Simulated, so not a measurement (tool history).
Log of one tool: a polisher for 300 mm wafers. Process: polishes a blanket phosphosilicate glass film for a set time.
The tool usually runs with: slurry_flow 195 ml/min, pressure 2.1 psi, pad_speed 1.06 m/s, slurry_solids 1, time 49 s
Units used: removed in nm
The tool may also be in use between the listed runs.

run	hour	slurry_flow	pressure	pad_speed	slurry_solids	time	incoming thickness of the incoming film, nm	removed
1	0	175	2.1	1.06	1	49	1994.4	232.2
# hour 42.4: slurry nozzle cleaned
2	107	175	2.1	1.06	1	49	1949.9	230.5
# hour 176.9: slurry blender recalibrated
3	177.6	175	2.1	1.06	1	49	1972.4	232.4
4	255.2	195	2.1	0.76	1	49	2002.3	176.7
# hour 281: worn pad replaced by a new one
5	322.7	195	2.6	1.06	1.15	49	2013.8	308.5
6	410.6	195	2.1	1.06	1	49	1991.3	234.5
7	458.8	195	2.1	0.9	1.3	44	1983.9	213.9
8	587.8	195	2.1	1.06	0.7	35	1965.6	123.4
9	640.7	195	2.1	0.9	1.3	44	1979.5	217.1
10	732.2	195	2.1	1.06	0.8	42	1991.6	167.4
# hour 738.1: slurry nozzle cleaned
# hour 755.1: conditioning disc replaced and pad reconditioned
11	805.6	195	2.8	1.06	1	49	2009.4	288.7
12	865.3	195	2.1	0.68	1.3	49	2004.6	191.2
# hour 892.9: slurry blender recalibrated
13	919.6	195	2.1	1.06	1	49	1979.7	233.5
# hour 999.1: head pressure recalibrated
14	1017.6	195	2.1	1.06	1	49	1964.5	230.2
15	1075.3	195	2.3	1.06	1	49	1990.4	246.1
# hour 1143: worn pad replaced by a new one
16	1163.4	195	2.1	1.06	1	49	1976.6	240.7
17	1230.8	165	2.1	0.88	1.15	37	1962.7	167
18	1292.1	195	2.1	1.06	1	49	1990.6	237.3
19	1328.4	195	2.1	1.06	1	49	1987.3	239.8
20	1403.5	195	2.1	0.9	1.3	44	1958.2	218.8

Run 21 has not been measured yet. What should we expect?
# hour 1421.5: slurry nozzle cleaned
# hour 1455.3: conditioning disc replaced and pad reconditioned
21	1500.3	195	2.7	0.76	0.7	49	1970.9	?

Run 21 came out at removed 158.5 nm.
On a tool with no hidden condition, and with the same random variation, this run would have come out at removed 161 nm.
